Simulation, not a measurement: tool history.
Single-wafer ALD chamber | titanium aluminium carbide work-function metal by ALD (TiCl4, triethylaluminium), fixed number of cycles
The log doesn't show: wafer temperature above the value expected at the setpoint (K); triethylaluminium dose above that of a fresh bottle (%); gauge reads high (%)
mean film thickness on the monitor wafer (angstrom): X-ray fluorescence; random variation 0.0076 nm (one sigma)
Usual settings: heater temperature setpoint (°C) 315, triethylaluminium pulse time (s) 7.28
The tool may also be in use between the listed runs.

run	day	heater temperature setpoint (°C)	triethylaluminium pulse time (s)	wafers since the last listed run	hours since the last thermocouple change	hours since the last triethylaluminium bottle change	hours since the showerhead was replaced	hours since the gauge calibration	read-back reference wafer on the same gauge, thickness_nm	mean film thickness on the monitor wafer (angstrom)
1	0.000	315	7.28	0	423.8	959.7	1715.0	165.5	1.991	20.81
2	3.062	315	7.28	638	497.3	1033.2	1788.5	239.0	1.988	20.84
3	6.388	315	7.28	692	577.1	1113.0	1868.3	318.8	1.991	20.84
# day 7.500: triethylaluminium bottle replaced
4	9.108	315	7.28	497	642.4	38.6	1933.6	384.1	1.989	20.71
5	11.117	315	7.28	418	690.6	86.8	1981.8	432.3	1.989	20.83
6	14.325	315	7.28	668	767.6	163.8	2058.8	509.3	1.990	20.78
7	17.021	315	7.28	561	832.3	228.5	2123.5	574.0	1.990	20.76
# day 21.338: thermocouple changed; heater temperature recalibrated
8	24.279	315	7.28	1442	70.6	402.7	2297.7	748.2	1.991	21.12
9	32.725	315	7.28	1759	273.3	605.4	2500.4	950.9	1.991	20.94
10	34.946	315	7.28	462	326.6	658.7	2553.7	1004.2	1.992	21.11
11	38.092	315	7.28	655	402.1	734.2	2629.2	1079.7	1.991	20.97
# day 42.762: gauge calibrated
12	50.167	315	7.28	2515	691.9	1024.0	2919.0	177.7	1.990	20.94
13	52.750	315	7.28	538	753.9	1086.0	2981.0	239.7	1.989	20.90
# day 53.408: triethylaluminium bottle replaced
14	56.717	311	7.28	757	849.1	79.4	3076.2	334.9	1.991	20.60
15	58.367	311	7.28	343	888.7	119.0	3115.8	374.5	1.989	20.44
16	61.850	311	8.01	725	972.3	202.6	3199.4	458.1	1.990	20.73
# day 65.450: thermocouple changed; heater temperature recalibrated
17	65.471	329	6.18	684	0.5	289.5	3286.3	545.0	1.988	21.55
# day 67.825: showerhead replaced
18	68.092	315	4.76	476	63.4	352.4	6.4	607.9	1.990	19.16
19	71.017	304	8.79	609	133.6	422.6	76.6	678.1	1.990	21.08
20	73.525	325	8.51	522	193.8	482.8	136.8	738.3	1.992	22.59
21	77.946	311	7.28	921	299.9	588.9	242.9	844.4	1.989	20.79
22	80.842	321	4.46	603	369.4	658.4	312.4	913.9	1.990	19.20
23	84.933	324	5.52	852	467.6	756.6	410.6	1012.1	1.990	20.35
24	86.767	315	7.28	381	511.6	800.6	454.6	1056.1	1.991	21.00
25	89.650	321	5.60	600	580.8	869.8	523.8	1125.3	1.989	20.07
26	93.167	322	6.12	732	665.2	954.2	608.2	1209.7	1.989	20.68
27	95.896	315	6.37	568	730.7	1019.7	673.7	1275.2	1.987	20.31
# day 96.125: gauge calibrated
28	97.458	315	7.28	325	768.2	1057.2	711.2	32.0	1.989	20.82
29	101.342	315	7.28	809	861.4	1150.4	804.4	125.2	1.989	20.80
# day 102.992: triethylaluminium bottle replaced
30	103.312	327	8.26	341	908.7	7.7	851.7	172.5	1.990	22.11

Measured less the same run without the tool's hidden state. The same run-to-run variation is in both; the gauge's scatter may not be:
run	mean film thickness on the monitor wafer (angstrom)
1	-0.29
2	-0.33
3	-0.37
4	-0.39
5	-0.41
6	-0.45
7	-0.48
8	-0.03
9	-0.12
10	-0.14
11	-0.18
12	-0.30
13	-0.33
14	-0.38
15	-0.39
16	-0.43
17	-0.06
18	-0.08
19	-0.12
20	-0.15
21	-0.19
22	-0.20
23	-0.25
24	-0.29
25	-0.29
26	-0.34
27	-0.37
28	-0.39
29	-0.44
30	-0.47
